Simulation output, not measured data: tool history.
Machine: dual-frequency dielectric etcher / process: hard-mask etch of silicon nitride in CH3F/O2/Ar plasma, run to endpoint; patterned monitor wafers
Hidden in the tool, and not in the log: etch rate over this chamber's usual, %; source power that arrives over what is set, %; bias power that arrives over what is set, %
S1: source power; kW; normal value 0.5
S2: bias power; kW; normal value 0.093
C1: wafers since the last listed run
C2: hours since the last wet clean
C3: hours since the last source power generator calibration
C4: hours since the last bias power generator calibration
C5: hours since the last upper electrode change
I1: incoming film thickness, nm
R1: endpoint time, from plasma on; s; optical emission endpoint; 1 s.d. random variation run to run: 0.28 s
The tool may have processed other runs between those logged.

| run | hour | S1 | S2 | C1 | C2 | C3 | C4 | C5 | I1 | R1 |
|---|---|---|---|---|---|---|---|---|---|---|
| 1 | 0 | 0.5 | 0.108 | 0 | 65.8 | 1180.8 | 1413.7 | 2230.8 | 45.56 | 54.3 |
| 2 | 41.8 | 0.5 | 0.093 | 339 | 107.6 | 1222.6 | 1455.5 | 2272.6 | 45.23 | 56.4 |
| 3 | 72.6 | 0.5 | 0.093 | 250 | 138.4 | 1253.4 | 1486.3 | 2303.4 | 45.63 | 57.5 |
| 4 | 98.1 | 0.5 | 0.093 | 207 | 163.9 | 1278.9 | 1511.8 | 2328.9 | 45.56 | 56.9 |
| 5 | 131.8 | 0.5 | 0.093 | 273 | 197.6 | 1312.6 | 1545.5 | 2362.6 | 45.05 | 56.4 |
| 6 | 175.7 | 0.47 | 0.101 | 356 | 241.5 | 1356.5 | 1589.4 | 2406.5 | 45.62 | 57.3 |
| 7 | 236.2 | 0.5 | 0.093 | 491 | 302 | 1417 | 1649.9 | 2467 | 45.84 | 57.9 |
| 8 | 296.1 | 0.5 | 0.093 | 486 | 361.9 | 1476.9 | 1709.8 | 2526.9 | 46.01 | 58 |
|  | 326.7 | wet clean of the chamber |
| 9 | 338.5 | 0.5 | 0.093 | 149 | 11.8 | 1519.3 | 1752.2 | 2569.3 | 46.3 | 58.5 |
| 10 | 387.5 | 0.5 | 0.093 | 398 | 60.8 | 1568.3 | 1801.2 | 2618.3 | 45.53 | 57.6 |
| 11 | 425.7 | 0.5 | 0.093 | 310 | 99 | 1606.5 | 1839.4 | 2656.5 | 45.9 | 57.9 |
| 12 | 453.5 | 0.5 | 0.093 | 225 | 126.8 | 1634.3 | 1867.2 | 2684.3 | 45.5 | 57.3 |
|  | 490.1 | source power generator calibrated |
|  | 574.2 | bias power generator calibrated |
| 13 | 574.7 | 0.5 | 0.093 | 919 | 248 | 84.6 | 0.5 | 2805.5 | 45.56 | 56.1 |
| 14 | 601.2 | 0.5 | 0.093 | 215 | 274.5 | 111.1 | 27 | 2832 | 45.63 | 56.5 |
| 15 | 645.8 | 0.5 | 0.093 | 362 | 319.1 | 155.7 | 71.6 | 2876.6 | 45.84 | 56.2 |
| 16 | 709.4 | 0.5 | 0.093 | 516 | 382.7 | 219.3 | 135.2 | 2940.2 | 45.69 | 56.5 |
|  | 738.1 | wet clean of the chamber |
| 17 | 757.4 | 0.5 | 0.093 | 195 | 19.3 | 267.3 | 183.2 | 2988.2 | 45.45 | 55.8 |
| 18 | 790.2 | 0.58 | 0.111 | 266 | 52.1 | 300.1 | 216 | 3021 | 46.04 | 50 |
| 19 | 858.5 | 0.5 | 0.093 | 555 | 120.4 | 368.4 | 284.3 | 3089.3 | 45.5 | 55.8 |
| 20 | 998.3 | 0.5 | 0.093 | 1136 | 260.2 | 508.2 | 424.1 | 3229.1 | 45.67 | 56.6 |
|  | 1044 | upper electrode replaced |
| 21 | 1051.7 | 0.5 | 0.093 | 238 | 313.6 | 561.6 | 477.5 | 7.7 | 45.71 | 56.5 |
|  | 1102.8 | wet clean of the chamber |
| 22 | 1118.4 | 0.4 | 0.075 | 346 | 15.6 | 628.3 | 544.2 | 74.4 | 45.64 | 67.4 |
| 23 | 1161.1 | 0.54 | 0.075 | 346 | 58.3 | 671 | 586.9 | 117.1 | 45.59 | 57.6 |
| 24 | 1186.9 | 0.62 | 0.093 | 209 | 84.1 | 696.8 | 612.7 | 142.9 | 45.78 | 51.1 |
| 25 | 1218.2 | 0.5 | 0.093 | 254 | 115.4 | 728.1 | 644 | 174.2 | 46.05 | 56.5 |
| 26 | 1243.8 | 0.39 | 0.093 | 208 | 141 | 753.7 | 669.6 | 199.8 | 45.14 | 63 |
| 27 | 1312.9 | 0.44 | 0.093 | 561 | 210.1 | 822.8 | 738.7 | 268.9 | 45.87 | 60.5 |
| 28 | 1338.8 | 0.59 | 0.075 | 210 | 236 | 848.7 | 764.6 | 294.8 | 45.47 | 54.5 |
| 29 | 1398 | 0.4 | 0.093 | 481 | 295.2 | 907.9 | 823.8 | 354 | 45.75 | 63.2 |
| 30 | 1457.1 | 0.5 | 0.093 | 480 | 354.3 | 967 | 882.9 | 413.1 | 46 | 57 |
|  | 1549.2 | wet clean of the chamber |
| 31 | 1549.7 | 0.5 | 0.093 | 557 | 0.5 | 1059.6 | 975.5 | 505.7 | 45.29 | 56.3 |
| 32 | 1581.3 | 0.58 | 0.073 | 256 | 32.1 | 1091.2 | 1007.1 | 537.3 | 45.53 | 56.3 |
| 33 | 1605.9 | 0.5 | 0.114 | 199 | 56.7 | 1115.8 | 1031.7 | 561.9 | 45.36 | 53.2 |
| 34 | 1644.1 | 0.5 | 0.093 | 310 | 94.9 | 1154 | 1069.9 | 600.1 | 45.71 | 56.5 |
| 35 | 1701.6 | 0.55 | 0.103 | 467 | 152.4 | 1211.5 | 1127.4 | 657.6 | 45.62 | 52.1 |

Pick out some run-to-run changes in R1. Of each, how much would a tool without hidden state show as well, from the settings, what came in and chance, and how much is left for the hidden state and any gauge scatter not in both results compared?
Run 1 -> 2: S2 0.108 -> 0.093. R1 +2.1 s: hidden state +0.1, all else +2.
Run 2 -> 3: settings left as they were, no log entry in between. R1 +1.1 s: hidden state +0.1, all else +1.
Run 12 -> 13: source power generator calibrated, bias power generator calibrated. R1 -1.2 s: hidden state -1.6, all else +0.4.
Run 21 -> 22: S1 0.5 -> 0.4, S2 0.093 -> 0.075, wet clean of the chamber. R1 +10.9 s: hidden state +0.1, all else +10.8.
Run 22 -> 23: S1 0.4 -> 0.54. R1 -9.8 s: hidden state +0, all else -9.8.
Run 28 -> 29: S1 0.59 -> 0.4, S2 0.075 -> 0.093. R1 +8.7 s: hidden state +0, all else +8.7.
